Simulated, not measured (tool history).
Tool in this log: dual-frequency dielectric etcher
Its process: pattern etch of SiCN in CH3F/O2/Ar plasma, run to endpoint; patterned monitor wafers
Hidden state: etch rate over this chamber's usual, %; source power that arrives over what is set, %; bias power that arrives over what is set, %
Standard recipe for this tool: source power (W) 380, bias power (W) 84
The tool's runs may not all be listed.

run,hour,source power (W),bias power (W),wafers since the last listed run,hours since the last wet clean,hours since the last source power generator calibration,hours since the last bias power generator calibration,hours since the last upper electrode change,"incoming incoming film thickness, nm",endpoint time (s)
1,0,380,84,0,325.5,3164.6,1891.9,2312.8,9.5,25.7
2,7.8,380,84,116,333.3,3172.4,1899.7,2320.6,9.41,25.5
3,16.7,460,72,132,342.2,3181.3,1908.6,2329.5,9.51,25.7
4,30.2,460,72,201,355.7,3194.8,1922.1,2343,9.59,25.9
5,46.6,460,72,244,372.1,3211.2,1938.5,2359.4,9.45,25.6
6,61.6,380,84,224,387.1,3226.2,1953.5,2374.4,9.45,25.5
7,73.8,380,84,182,399.3,3238.4,1965.7,2386.6,9.53,26
8,80.7,380,84,103,406.2,3245.3,1972.6,2393.5,9.54,26
# hour 112.3: upper electrode replaced
9,112.8,380,84,120,438.3,3277.4,2004.7,0.5,9.51,25.9
10,113.2,380,84,5,438.7,3277.8,2005.1,0.9,9.44,25.8
11,113.5,380,84,4,439,3278.1,2005.4,1.2,9.55,26.1
12,128.6,380,84,225,454.1,3293.2,2020.5,16.3,9.55,26.1
# hour 137.8: source power generator calibrated
13,142.9,320,84,153,468.4,5.1,2034.8,30.6,9.43,27.1
14,156.9,410,105,209,482.4,19.1,2048.8,44.6,9.51,23.5
15,167.5,300,75,158,493,29.7,2059.4,55.2,9.52,29.3
# hour 190.8: bias power generator calibrated
# hour 200.6: wet clean of the chamber
16,201.1,280,68,295,0.5,63.3,10.3,88.8,9.45,29.3
17,201.4,460,101,4,0.8,63.6,10.6,89.1,9.43,21.6
18,201.7,350,74,4,1.1,63.9,10.9,89.4,9.43,26.6
19,217.5,380,84,236,16.9,79.7,26.7,105.2,9.45,24.6
20,226.2,380,84,129,25.6,88.4,35.4,113.9,9.55,25
21,235,380,84,131,34.4,97.2,44.2,122.7,9.52,25
22,251.2,320,104,241,50.6,113.4,60.4,138.9,9.46,24.1
23,262.3,380,84,165,61.7,124.5,71.5,150,9.61,25.3
24,278.3,410,73,238,77.7,140.5,87.5,166,9.53,25.9
25,290.8,380,84,186,90.2,153,100,178.5,9.54,25
26,300.4,450,102,143,99.8,162.6,109.6,188.1,9.5,22.2

4 options for the next run, each taken on its own from the tool as it stands now. Forecast them:
A,300.8,420,84,5,100.2,163,110,188.5,9.41,?
B,300.8,350,66,5,100.2,163,110,188.5,9.41,?
C,300.8,430,78,5,100.2,163,110,188.5,9.41,?
D,300.8,470,68,5,100.2,163,110,188.5,9.41,?

run,endpoint time (s)
A,23.9
B,27.7
C,24.4
D,25
With no hidden state in the tool, these same runs would have given:
run,endpoint time (s)
A,23.7
B,27.5
C,24.2
D,24.8

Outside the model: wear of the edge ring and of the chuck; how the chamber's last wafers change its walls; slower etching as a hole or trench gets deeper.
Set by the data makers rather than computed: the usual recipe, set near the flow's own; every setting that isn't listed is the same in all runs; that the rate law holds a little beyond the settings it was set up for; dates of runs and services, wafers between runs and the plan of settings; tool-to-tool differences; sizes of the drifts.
